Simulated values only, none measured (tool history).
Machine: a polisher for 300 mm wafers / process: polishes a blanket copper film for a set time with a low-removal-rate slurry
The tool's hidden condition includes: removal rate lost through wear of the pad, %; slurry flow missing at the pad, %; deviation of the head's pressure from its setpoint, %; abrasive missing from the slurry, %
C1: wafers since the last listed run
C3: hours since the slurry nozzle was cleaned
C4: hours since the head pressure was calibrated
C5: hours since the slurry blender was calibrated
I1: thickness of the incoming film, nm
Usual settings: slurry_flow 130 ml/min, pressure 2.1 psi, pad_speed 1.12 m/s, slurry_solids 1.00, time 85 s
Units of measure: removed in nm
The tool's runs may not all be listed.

run 1 hour=0.0 | slurry_flow=130 pressure=2.1 pad_speed=1.12 slurry_solids=1.00 time=85 | C1=0 wafers_polished_on_this_pad=1039 C3=195.0 C4=574.3 C5=238.1 | I1=993.7 | removed=199.7
-- hour=25.1 worn pad replaced by a new one
run 2 hour=38.8 | slurry_flow=130 pressure=2.1 pad_speed=1.12 slurry_solids=1.20 time=85 | C1=225 wafers_polished_on_this_pad=88 C3=233.8 C4=613.1 C5=276.9 | I1=996.2 | removed=207.6
run 3 hour=72.5 | slurry_flow=130 pressure=2.1 pad_speed=1.12 slurry_solids=1.20 time=85 | C1=218 wafers_polished_on_this_pad=307 C3=267.5 C4=646.8 C5=310.6 | I1=989.2 | removed=211.3
run 4 hour=99.4 | slurry_flow=130 pressure=2.1 pad_speed=1.12 slurry_solids=1.00 time=85 | C1=174 wafers_polished_on_this_pad=481 C3=294.4 C4=673.7 C5=337.5 | I1=984.0 | removed=196.6
run 5 hour=124.2 | slurry_flow=130 pressure=2.1 pad_speed=1.12 slurry_solids=1.00 time=85 | C1=160 wafers_polished_on_this_pad=641 C3=319.2 C4=698.5 C5=362.3 | I1=975.4 | removed=198.3
-- hour=175.9 slurry blender recalibrated
run 6 hour=177.8 | slurry_flow=130 pressure=2.1 pad_speed=1.12 slurry_solids=1.00 time=85 | C1=334 wafers_polished_on_this_pad=975 C3=372.8 C4=752.1 C5=1.9 | I1=973.5 | removed=197.2
-- hour=209.3 worn pad replaced by a new one
run 7 hour=270.6 | slurry_flow=130 pressure=2.1 pad_speed=1.12 slurry_solids=1.00 time=85 | C1=574 wafers_polished_on_this_pad=396 C3=465.6 C4=844.9 C5=94.7 | I1=983.9 | removed=194.9
run 8 hour=302.3 | slurry_flow=130 pressure=2.1 pad_speed=1.12 slurry_solids=1.00 time=68 | C1=205 wafers_polished_on_this_pad=601 C3=497.3 C4=876.6 C5=126.4 | I1=973.4 | removed=157.4
run 9 hour=357.8 | slurry_flow=130 pressure=2.1 pad_speed=1.12 slurry_solids=1.00 time=68 | C1=359 wafers_polished_on_this_pad=960 C3=552.8 C4=932.1 C5=181.9 | I1=993.0 | removed=153.0
-- hour=382.1 worn pad replaced by a new one
run 10 hour=398.3 | slurry_flow=130 pressure=2.1 pad_speed=1.12 slurry_solids=1.00 time=85 | C1=236 wafers_polished_on_this_pad=105 C3=593.3 C4=972.6 C5=222.4 | I1=974.6 | removed=189.7
-- hour=407.3 head pressure recalibrated
run 11 hour=443.4 | slurry_flow=95 pressure=2.4 pad_speed=1.52 slurry_solids=1.00 time=108 | C1=278 wafers_polished_on_this_pad=384 C3=638.4 C4=36.1 C5=267.5 | I1=985.5 | removed=347.4
-- hour=460.4 slurry nozzle cleaned
run 12 hour=473.7 | slurry_flow=145 pressure=2.1 pad_speed=1.02 slurry_solids=1.25 time=104 | C1=189 wafers_polished_on_this_pad=573 C3=13.3 C4=66.4 C5=297.8 | I1=978.6 | removed=241.5
run 13 hour=521.3 | slurry_flow=130 pressure=2.6 pad_speed=1.12 slurry_solids=1.00 time=85 | C1=308 wafers_polished_on_this_pad=881 C3=60.9 C4=114.0 C5=345.4 | I1=982.9 | removed=250.6
-- hour=541.0 worn pad replaced by a new one
-- hour=653.6 slurry blender recalibrated
run 14 hour=656.1 | slurry_flow=95 pressure=2.8 pad_speed=1.32 slurry_solids=1.10 time=85 | C1=833 wafers_polished_on_this_pad=731 C3=195.7 C4=248.8 C5=2.5 | I1=964.1 | removed=305.6
-- hour=690.7 worn pad replaced by a new one
run 15 hour=714.8 | slurry_flow=110 pressure=2.1 pad_speed=0.98 slurry_solids=1.15 time=101 | C1=354 wafers_polished_on_this_pad=155 C3=254.4 C4=307.5 C5=61.2 | I1=972.3 | removed=207.0
run 16 hour=764.4 | slurry_flow=130 pressure=2.1 pad_speed=1.12 slurry_solids=1.00 time=85 | C1=321 wafers_polished_on_this_pad=476 C3=304.0 C4=357.1 C5=110.8 | I1=962.1 | removed=200.2
run 17 hour=790.9 | slurry_flow=130 pressure=1.5 pad_speed=1.12 slurry_solids=1.00 time=85 | C1=171 wafers_polished_on_this_pad=648 C3=330.5 C4=383.6 C5=137.3 | I1=981.3 | removed=139.8
run 18 hour=823.0 | slurry_flow=130 pressure=1.7 pad_speed=1.12 slurry_solids=1.00 time=101 | C1=207 wafers_polished_on_this_pad=856 C3=362.6 C4=415.7 C5=169.4 | I1=989.4 | removed=192.2

Below are 5 alternative next runs, each starting from the tool's condition after run 18. Predict each:
run A hour=823.5 | slurry_flow=130 pressure=2.1 pad_speed=0.84 slurry_solids=1.00 time=85 | C1=3 wafers_polished_on_this_pad=859 C3=363.1 C4=416.2 C5=169.9 | I1=994.9 | removed=?
run B hour=823.5 | slurry_flow=130 pressure=2.1 pad_speed=1.12 slurry_solids=1.10 time=85 | C1=3 wafers_polished_on_this_pad=859 C3=363.1 C4=416.2 C5=169.9 | I1=994.9 | removed=?
run C hour=823.5 | slurry_flow=130 pressure=2.1 pad_speed=1.12 slurry_solids=1.00 time=76 | C1=3 wafers_polished_on_this_pad=859 C3=363.1 C4=416.2 C5=169.9 | I1=994.9 | removed=?
run D hour=823.5 | slurry_flow=85 pressure=1.8 pad_speed=1.12 slurry_solids=1.00 time=103 | C1=3 wafers_polished_on_this_pad=859 C3=363.1 C4=416.2 C5=169.9 | I1=994.9 | removed=?
run E hour=823.5 | slurry_flow=170 pressure=2.1 pad_speed=0.86 slurry_solids=1.00 time=85 | C1=3 wafers_polished_on_this_pad=859 C3=363.1 C4=416.2 C5=169.9 | I1=994.9 | removed=?

run=A removed=148.5
run=B removed=202.2
run=C removed=177.0
run=D removed=188.3
run=E removed=159.0
The same runs, with their run-to-run variation unchanged, on a tool lacking any hidden condition would have given:
run=A removed=151.5
run=B removed=206.3
run=C removed=180.6
run=D removed=193.5
run=E removed=161.6

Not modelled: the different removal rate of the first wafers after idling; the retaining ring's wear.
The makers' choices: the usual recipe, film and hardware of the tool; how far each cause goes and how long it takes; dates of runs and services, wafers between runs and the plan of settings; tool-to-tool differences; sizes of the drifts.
